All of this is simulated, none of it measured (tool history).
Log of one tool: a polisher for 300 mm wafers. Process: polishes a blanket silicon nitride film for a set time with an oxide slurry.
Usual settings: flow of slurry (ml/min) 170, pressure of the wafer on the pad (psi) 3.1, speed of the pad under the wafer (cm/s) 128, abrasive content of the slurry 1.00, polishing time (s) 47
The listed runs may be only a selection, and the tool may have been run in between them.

run     day  flow of slurry (ml/min)  pressure of the wafer on the pad (psi)  speed of the pad under the wafer (cm/s)  abrasive content of the slurry  polishing time (s)  incoming thickness of the incoming film, nm  film removed (nm)
  1   0.000                      170                                     3.1                                      128                            1.00                  47                                        616.3               31.7
      0.162  -- head pressure recalibrated
  2   0.292                      170                                     3.1                                      128                            0.95                  43                                        627.8               27.3
  3   0.921                      170                                     2.5                                      128                            1.10                  47                                        616.8               28.9
  4   1.250                      170                                     3.1                                      128                            1.00                  47                                        626.4               31.5
  5   1.962                      170                                     3.1                                      128                            1.30                  47                                        618.8               36.5
      2.079  -- conditioning disc replaced and pad reconditioned
  6   2.333                      170                                     3.1                                      128                            1.00                  47                                        615.8               31.0
  7   3.029                      225                                     4.2                                      128                            1.00                  47                                        631.2               39.8
      3.133  -- slurry nozzle cleaned
  8   3.642                      170                                     3.1                                       88                            0.85                  47                                        616.6               23.0
      4.017  -- worn pad replaced by a new one
  9   4.038                      225                                     3.4                                      152                            1.00                  47                                        624.3               39.7
 10   4.396                      170                                     3.1                                      160                            0.70                  62                                        628.1               34.5
 11   4.746                      170                                     3.1                                      128                            1.00                  47                                        619.1               32.9
 12   5.329                      170                                     3.1                                      128                            1.00                  47                                        610.5               32.6
      5.458  -- slurry blender recalibrated
 13   5.746                      170                                     4.1                                       86                            1.00                  47                                        624.5               31.2
 14   6.346                      225                                     2.2                                      128                            1.15                  40                                        627.0               24.8
 15   7.046                      170                                     3.1                                      128                            0.90                  38                                        612.3               23.8
 16   7.354                      170                                     3.1                                       86                            0.90                  38                                        615.0               18.8
 17   7.654                      170                                     3.1                                      128                            1.00                  47                                        615.7               31.9
      8.550  -- worn pad replaced by a new one
 18   8.571                      170                                     3.1                                      128                            1.00                  47                                        608.4               31.1
 19   8.783                      170                                     3.1                                      164                            1.00                  47                                        629.9               36.6
 20   9.204                      170                                     3.1                                      128                            1.00                  47                                        625.0               31.4
 21   9.625                      200                                     3.1                                       90                            1.00                  47                                        615.4               26.2
 22  10.275                      190                                     4.0                                      128                            1.00                  47                                        621.3               38.0
 23  11.021                      170                                     4.1                                      128                            1.20                  47                                        629.4               43.0
 24  11.692                      170                                     3.1                                      128                            1.00                  47                                        628.8               31.2
 25  12.104                      170                                     4.1                                       88                            1.00                  53                                        616.9               35.1
     12.650  -- worn pad replaced by a new one
 26  12.721                      190                                     2.6                                      128                            1.00                  47                                        626.5               28.4

For each run, what was the tool's unlogged condition?
removal rate lost through wear of the pad, %: 0 on each run
deviation of the head's pressure from its setpoint, %: 0 on each run
abrasive missing from the slurry, %: 0 on each run
time polished since the conditioner stopped cutting, s: 0 on each run
H1: slurry flow missing at the pad, %
run    H1
  1  40.9
  2  41.3
  3  42.2
  4  42.5
  5  43.3
  6  43.6
  7  44.1
  8  8.74
  9  12.3
 10  15.2
 11  17.8
 12  21.7
 13  24.1
 14  27.2
 15  30.2
 16  31.4
 17  32.4
 18  35.2
 19  35.8
 20  36.8
 21  37.7
 22  38.9
 23  40.1
 24    41
 25  41.5
 26  42.1
